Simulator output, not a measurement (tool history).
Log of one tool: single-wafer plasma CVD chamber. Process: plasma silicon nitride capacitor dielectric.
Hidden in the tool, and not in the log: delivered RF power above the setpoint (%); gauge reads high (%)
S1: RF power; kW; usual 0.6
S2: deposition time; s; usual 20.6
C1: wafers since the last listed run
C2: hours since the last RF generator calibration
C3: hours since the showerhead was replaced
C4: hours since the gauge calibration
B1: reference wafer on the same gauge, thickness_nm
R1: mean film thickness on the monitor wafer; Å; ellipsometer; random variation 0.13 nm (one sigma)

run,hour,S1,S2,C1,C2,C3,C4,B1,R1
1,0,0.6,20.6,0,1718.6,3137,566.8,30.779,308.42
2,29,0.6,19.6,764,1747.6,3166,595.8,30.796,291.62
3,43.3,0.6,19.6,376,1761.9,3180.3,610.1,30.759,293.97
4,63,0.6,20.6,519,1781.6,3200,629.8,30.789,308.63
5,79.7,0.6,20.6,440,1798.3,3216.7,646.5,30.789,307.05
6,102.4,0.6,20.6,598,1821,3239.4,669.2,30.786,309.38
7,164,0.6,20.6,1623,1882.6,3301,730.8,30.781,308.41
8,189,0.6,20.6,658,1907.6,3326,755.8,30.787,308.54
9,216.3,0.6,20.6,719,1934.9,3353.3,783.1,30.841,309.1
10,315.4,0.6,20.6,2611,2034,3452.4,882.2,30.753,309.17
11,329.2,0.6,20.6,363,2047.8,3466.2,896,30.841,307.57
12,349.7,0.6,20.6,540,2068.3,3486.7,916.5,30.841,307.99
13,364.7,0.6,20.6,395,2083.3,3501.7,931.5,30.793,309.23
# hour 370.7: gauge calibrated
14,378.2,0.525,20.6,355,2096.8,3515.2,7.5,30.855,289.21
15,413.7,0.6,20.6,935,2132.3,3550.7,43,30.784,308.24
16,437.9,0.6,20.6,637,2156.5,3574.9,67.2,30.797,305.29
# hour 454.6: showerhead replaced, of another model than before
17,462.7,0.6,20.6,442,2181.3,8.1,92,30.787,302.17
18,485.7,0.6,20.6,606,2204.3,31.1,115,30.769,304.57
19,508,0.69,20.6,587,2226.6,53.4,137.3,30.764,326.67
20,522.4,0.69,20.6,379,2241,67.8,151.7,30.816,329.31
# hour 531.4: RF generator calibrated
21,625.7,0.64,20.6,2511,94.3,171.1,255,30.777,329.27
22,647.8,0.6,19.3,582,116.4,193.2,277.1,30.828,298.47
23,679.1,0.695,19.3,824,147.7,224.5,308.4,30.808,323.94
24,695.6,0.52,21.7,434,164.2,241,324.9,30.815,304.77
25,728.6,0.71,18,869,197.2,274,357.9,30.785,302.1
26,745.7,0.6,20.6,450,214.3,291.1,375,30.829,316.14
27,765.9,0.6,20.6,532,234.5,311.3,395.2,30.799,315.19
28,831.7,0.705,17.4,1734,300.3,377.1,461,30.77,290.68
29,859.8,0.6,17.6,740,328.4,405.2,489.1,30.829,267.62
30,878.3,0.5,20.6,487,346.9,423.7,507.6,30.833,278.06
31,892.4,0.6,20.6,371,361,437.8,521.7,30.745,313.87
32,919.5,0.6,19.5,714,388.1,464.9,548.8,30.777,295.06
33,953.6,0.6,20.6,898,422.2,499,582.9,30.787,313.55
34,969.2,0.635,19.4,411,437.8,514.6,598.5,30.778,304.3
35,995.5,0.6,20.6,693,464.1,540.9,624.8,30.803,312.65
36,1015.3,0.6,19,521,483.9,560.7,644.6,30.775,290.49
37,1036.8,0.555,22.7,566,505.4,582.2,666.1,30.801,327.86
38,1054.1,0.6,20.6,455,522.7,599.5,683.4,30.812,313.51
39,1078.4,0.655,18.2,640,547,623.8,707.7,30.818,288.19
40,1109.5,0.6,17.7,819,578.1,654.9,738.8,30.783,267.47
41,1128.4,0.6,20.6,498,597,673.8,757.7,30.836,309.74
42,1156.7,0.54,24.3,745,625.3,702.1,786,30.823,341.34
43,1183.8,0.55,20.6,714,652.4,729.2,813.1,30.853,293.98

Hidden state at the last listed run before each entry between runs and at the first one after, where it differs:
Between runs 13 and 14: gauge calibrated (hour 370.7)
  delivered RF power above the setpoint (%): -8.28 -> -8.29
  measured less the result without the state, R1: -12.79 -> -11.98 Å
Between runs 16 and 17: showerhead replaced, of another model than before (hour 454.6)
  delivered RF power above the setpoint (%): -8.33 -> -8.35
  measured less the result without the state, R1: -12.72 -> -16.71 Å
Between runs 20 and 21: RF generator calibrated (hour 531.4)
  delivered RF power above the setpoint (%): -8.39 -> -1.61
  measured less the result without the state, R1: -18.29 -> -3.19 Å

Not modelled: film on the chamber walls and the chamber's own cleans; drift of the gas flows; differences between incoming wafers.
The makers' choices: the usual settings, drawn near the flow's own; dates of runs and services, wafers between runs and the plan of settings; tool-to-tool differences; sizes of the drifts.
